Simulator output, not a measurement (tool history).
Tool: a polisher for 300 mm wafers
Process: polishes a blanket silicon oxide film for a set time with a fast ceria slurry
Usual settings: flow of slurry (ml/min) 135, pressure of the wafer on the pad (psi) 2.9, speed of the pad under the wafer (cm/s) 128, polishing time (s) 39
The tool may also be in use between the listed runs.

run   hour  flow of slurry (ml/min)  pressure of the wafer on the pad (psi)  speed of the pad under the wafer (cm/s)  polishing time (s)  wafers since the last listed run  wafers polished on this pad  hours since the slurry nozzle was cleaned  hours since the head pressure was calibrated  incoming thickness of the incoming film, nm  film removed (angstrom)
  1      0                      160                                     3.3                                      128                  39                                 0                          448                                         94                                         146.8                                       2318.2                     8630
  2     11                      160                                     3.3                                      128                  39                                89                          537                                        105                                         157.8                                         2290                     8631
  3     19                      160                                     3.3                                      128                  39                                64                          602                                        113                                         165.8                                       2300.2                     8606
  4   27.4                      135                                     2.9                                      128                  39                                68                          670                                      121.4                                         174.2                                       2343.1                     7587
      31.7  -- worn pad replaced by a new one
  5   45.2                      135                                     2.9                                      116                  39                               112                          109                                      139.2                                           192                                       2305.8                     6947
  6   51.3                      135                                     2.9                                      128                  39                                49                          158                                      145.3                                         198.1                                       2308.1                     7566
  7   68.9                      135                                     2.9                                      128                  39                               142                          301                                      162.9                                         215.7                                       2320.1                     7730
  8   77.1                      135                                     2.9                                      128                  39                                66                          368                                      171.1                                         223.9                                       2361.6                     7584
     113.7  -- worn pad replaced by a new one
  9  121.9                      135                                     2.9                                      128                  33                               331                           66                                      215.9                                         268.7                                       2327.7                     6649
 10  131.5                      135                                     2.9                                      128                  39                                77                          144                                      225.5                                         278.3                                       2312.5                     7654
 11  159.8                      135                                     2.9                                      128                  29                               229                          374                                      253.8                                         306.6                                       2332.7                     5800
 12  175.9                      135                                     2.9                                      128                  29                               130                          505                                      269.9                                         322.7                                       2276.7                     5722
 13  190.9                      135                                     2.9                                      128                  29                               121                          626                                      284.9                                         337.7                                       2315.9                     5934
 14  203.8                      135                                     2.9                                      128                  39                               104                          731                                      297.8                                         350.6                                       2280.6                     7916
     217.3  -- worn pad replaced by a new one
 15  218.1                      135                                     3.4                                      128                  39                                83                            6                                      312.1                                         364.9                                       2348.7                     8997
 16  235.5                      135                                     2.9                                      154                  39                               141                          147                                      329.5                                         382.3                                       2304.2                     9607
 17  246.8                      145                                     2.9                                      106                  39                                91                          239                                      340.8                                         393.6                                       2332.4                     6664
 18  263.1                      145                                     2.9                                      106                  39                               132                          371                                      357.1                                         409.9                                       2330.2                     6723
     268.9  -- slurry nozzle cleaned
     277.2  -- head pressure recalibrated
 19  278.7                      115                                     3.9                                       92                  29                               102                          474                                        9.8                                           1.5                                         2275                     4771
 20    296                      150                                     2.9                                      128                  39                               140                          614                                       27.1                                          18.8                                       2337.2                     7434
     303.7  -- worn pad replaced by a new one
 21  304.2                      135                                     2.9                                      128                  39                                34                            4                                       35.3                                            27                                       2297.6                     7363
 22  310.3                      170                                     2.1                                       96                  48                                49                           53                                       41.4                                          33.1                                       2330.4                     5630
 23  321.1                      155                                     3.8                                      152                  39                                87                          141                                       52.2                                          43.9                                       2355.8                    11228
 24    332                      100                                     2.9                                      128                  39                                88                          229                                       63.1                                          54.8                                         2312                     6956
 25  345.4                      135                                     2.9                                      128                  39                               108                          338                                       76.5                                          68.2                                       2290.1                     7477
 26  354.7                      135                                     2.1                                       86                  39                                75                          414                                       85.8                                          77.5                                       2316.7                     3974

Hidden state or all else? Some run-to-run changes of film removed (angstrom), split into what the settings, what came in and random variation would give without the hidden state, and what is left for the hidden state (with any gauge scatter that isn't in both results):
The hidden state here: removal rate lost through wear of the pad, %; slurry flow missing at the pad, %; deviation of the head's pressure from its setpoint, %.
Run 16 -> 17: flow of slurry (ml/min) 135 -> 145, speed of the pad under the wafer (cm/s) 154 -> 106. film removed (angstrom) -2943: hidden state -252, all else -2691.
Run 18 -> 19: flow of slurry (ml/min) 145 -> 115, pressure of the wafer on the pad (psi) 2.9 -> 3.9, speed of the pad under the wafer (cm/s) 106 -> 92, polishing time (s) 39 -> 29, slurry nozzle cleaned, head pressure recalibrated. film removed (angstrom) -1952: hidden state -586, all else -1366.
Run 22 -> 23: flow of slurry (ml/min) 170 -> 155, pressure of the wafer on the pad (psi) 2.1 -> 3.8, speed of the pad under the wafer (cm/s) 96 -> 152, polishing time (s) 48 -> 39. film removed (angstrom) +5598: hidden state +134, all else +5464.
Run 23 -> 24: flow of slurry (ml/min) 155 -> 100, pressure of the wafer on the pad (psi) 3.8 -> 2.9, speed of the pad under the wafer (cm/s) 152 -> 128. film removed (angstrom) -4272: hidden state -75, all else -4197.
